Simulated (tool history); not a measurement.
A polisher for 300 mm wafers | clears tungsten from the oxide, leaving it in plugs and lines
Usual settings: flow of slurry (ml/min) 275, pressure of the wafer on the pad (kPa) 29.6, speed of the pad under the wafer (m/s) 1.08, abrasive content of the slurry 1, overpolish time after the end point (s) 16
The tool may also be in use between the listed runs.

run,hour,flow of slurry (ml/min),pressure of the wafer on the pad (kPa),speed of the pad under the wafer (m/s),abrasive content of the slurry,overpolish time after the end point (s),wafers since the last listed run,wafers polished on this pad,hours since the slurry nozzle was cleaned,hours since the head pressure was calibrated,hours since the slurry blender was calibrated,hours since the slurry got fresh peroxide,"incoming thickness of the incoming film, nm",time until the end point was called (s)
1,0,275,29.6,1.2,1,12,0,676,25.1,751.2,199,119.3,501.5,86.1
# hour 10.7: slurry tank refilled with fresh slurry and peroxide
2,36,275,29.6,1.08,1,23,181,858,61.1,787.2,235,25.3,487.2,88
# hour 68.6: worn pad replaced by a new one
3,69.1,275,29.6,1.08,1,23,151,2,94.2,820.3,268.1,58.4,490.2,89.3
# hour 109.8: slurry blender recalibrated
4,132.5,275,29.6,1.08,1,23,319,321,157.6,883.7,22.7,121.8,500,95.9
# hour 138: slurry tank refilled with fresh slurry and peroxide
5,183.8,275,29.6,1.08,1,21,261,582,208.9,935,74,45.8,491.3,89.8
6,238,275,29.6,1.08,1,21,281,864,263.1,989.2,128.2,100,493.1,96.1
# hour 289.8: worn pad replaced by a new one
# hour 291.2: slurry tank refilled with fresh slurry and peroxide
7,294.9,275,29.6,1.08,1,21,269,21,320,1046.1,185.1,3.7,499.8,88.4
8,341.3,275,29.6,1.08,1,16,241,262,366.4,1092.5,231.5,50.1,504.7,93
9,401.4,195,29.6,1.44,0.85,11,312,574,426.5,1152.6,291.6,110.2,496,77.8
# hour 425.5: slurry tank refilled with fresh slurry and peroxide
# hour 453.9: head pressure recalibrated
10,460.3,335,29.6,1.2,0.85,16,290,865,485.4,6.4,350.5,34.8,494.5,85.4
# hour 467.6: worn pad replaced by a new one
# hour 474.2: slurry nozzle cleaned
# hour 500.4: slurry blender recalibrated
11,500.9,335,39.3,0.94,0.7,16,174,157,26.7,47,0.5,75.4,492.3,86.9
12,533.5,330,29.6,1.08,1.2,16,169,326,59.3,79.6,33.1,108,490,90.2
13,572.9,335,39.3,0.94,0.7,16,204,531,98.7,119,72.5,147.4,489.4,89.7
# hour 574.2: slurry tank refilled with fresh slurry and peroxide
14,599,240,37.2,1.08,1,26,130,661,124.8,145.1,98.6,24.8,500.5,71.6
15,661.7,340,29.6,1.08,1,16,325,987,187.5,207.8,161.3,87.5,502.6,95.7
# hour 684.9: worn pad replaced by a new one
16,687.7,275,29.6,1.08,1,16,114,14,213.5,233.8,187.3,113.5,499.2,95.9

5 ways to go on from here, each from the tool as it stands after run 16. What would each give?
A,688.2,275,29.6,1.08,1,9,2,17,214,234.3,187.8,114,497.3,?
B,688.2,275,35.9,1.18,0.8,10,2,17,214,234.3,187.8,114,497.3,?
C,688.2,335,35.9,1.08,1,21,2,17,214,234.3,187.8,114,497.3,?
D,688.2,275,39.3,1.08,1,10,2,17,214,234.3,187.8,114,497.3,?
E,688.2,275,20.7,1.08,0.85,16,2,17,214,234.3,187.8,114,497.3,?

run,time until the end point was called (s)
A,94.9
B,77.7
C,77.7
D,72.2
E,140.6
Without the tool's hidden state the same runs would have given:
run,time until the end point was called (s)
A,83.5
B,68.4
C,68.4
D,63.5
E,123.8

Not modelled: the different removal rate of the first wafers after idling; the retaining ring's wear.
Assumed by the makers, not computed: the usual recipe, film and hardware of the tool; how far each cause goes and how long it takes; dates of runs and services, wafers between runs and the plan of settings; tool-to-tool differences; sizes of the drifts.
